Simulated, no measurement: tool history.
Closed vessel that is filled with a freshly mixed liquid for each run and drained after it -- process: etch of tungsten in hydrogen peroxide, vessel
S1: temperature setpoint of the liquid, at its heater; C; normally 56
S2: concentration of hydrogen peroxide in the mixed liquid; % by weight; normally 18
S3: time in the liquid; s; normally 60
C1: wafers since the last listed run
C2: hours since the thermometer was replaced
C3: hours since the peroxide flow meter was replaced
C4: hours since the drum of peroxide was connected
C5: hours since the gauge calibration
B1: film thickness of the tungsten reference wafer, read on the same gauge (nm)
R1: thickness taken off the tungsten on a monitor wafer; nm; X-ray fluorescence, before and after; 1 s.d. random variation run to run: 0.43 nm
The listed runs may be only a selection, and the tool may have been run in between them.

run	hour	S1	S2	S3	C1	C2	C3	C4	C5	B1	R1
1	0	56	18	60	0	35.2	582.8	60.4	689.7	70.03	83.98
2	25.9	56	18	60	1867	61.1	608.7	86.3	715.6	70.03	84.23
3	55.7	56	18	60	2149	90.9	638.5	116.1	745.4	70.01	83.62
4	72.9	56	21.5	60	1240	108.1	655.7	133.3	762.6	69.98	90.85
5	102	56	18	60	2098	137.2	684.8	162.4	791.7	70	83.71
6	129	56	18	60	1947	164.2	711.8	189.4	818.7	70.01	83.27
7	150.2	56	16	85	1528	185.4	733	210.6	839.9	69.98	111.6
8	165.7	56	18	60	1117	200.9	748.5	226.1	855.4	69.97	83.67
9	185.5	58.5	18	35	1427	220.7	768.3	245.9	875.2	70	56.33
10	229.3	56	18	60	3158	264.5	812.1	289.7	919	69.98	83.25
# hour 248.4: peroxide flow meter replaced
11	262.8	56	18	60	2343	298	14.4	323.2	952.5	69.99	82.84
# hour 277: gauge calibrated
12	277.8	56	22	50	1081	313	29.4	338.2	0.8	69.97	76.33
13	294.9	56	18	60	1233	330.1	46.5	355.3	17.9	70	83.06
14	322.5	56	23	40	1990	357.7	74.1	382.9	45.5	70.03	62.25
15	337	49.5	20.5	75	1045	372.2	88.6	397.4	60	70.03	74.9
16	369.7	65	18	60	2358	404.9	121.3	430.1	92.7	69.99	137.83
17	398.1	56	16	60	2048	433.3	149.7	458.5	121.1	69.99	77.67
18	430.6	50.5	14.5	90	2343	465.8	182.2	491	153.6	70.02	79.56
19	459.5	56	18	60	2084	494.7	211.1	519.9	182.5	70.04	82.75
20	471.7	51.5	14	60	879	506.9	223.3	532.1	194.7	69.98	55.04
21	503.3	63.5	16.5	95	2278	538.5	254.9	563.7	226.3	69.99	192.48
22	515.7	56	18	60	894	550.9	267.3	576.1	238.7	69.95	82.15
23	543.5	56	18	85	2004	578.7	295.1	603.9	266.5	69.98	115.51
24	571.9	56	22.5	60	2048	607.1	323.5	632.3	294.9	69.96	91.66
25	591.3	56	22.5	40	1399	626.5	342.9	651.7	314.3	70.04	60.98
26	621	49	18	60	2141	656.2	372.6	681.4	344	69.95	53.51
27	641.1	56	18	30	1449	676.3	392.7	701.5	364.1	70.03	40.61
28	658.4	52.5	14	60	1247	693.6	410	718.8	381.4	69.98	58.33
29	686.1	64.5	15.5	30	1997	721.3	437.7	746.5	409.1	69.96	61.83
30	717.8	63	18	85	2286	753	469.4	778.2	440.8	69.98	173.42

Predict each of these 4 candidate next runs independently; none follows another, all start after run 30:
A	718.5	56	18	60	50	753.7	470.1	778.9	441.5	?	?
B	718.5	52	18	40	50	753.7	470.1	778.9	441.5	?	?
C	718.5	48.5	22	35	50	753.7	470.1	778.9	441.5	?	?
D	718.5	64.5	15	60	50	753.7	470.1	778.9	441.5	?	?

run	B1	R1
A	70.01	80.7
B	70.01	42.34
C	70.01	33.06
D	70.01	120.25
Without the tool's unlogged condition, the same runs would have read:
run	R1
A	83.71
B	43.96
C	34.35
D	124.5
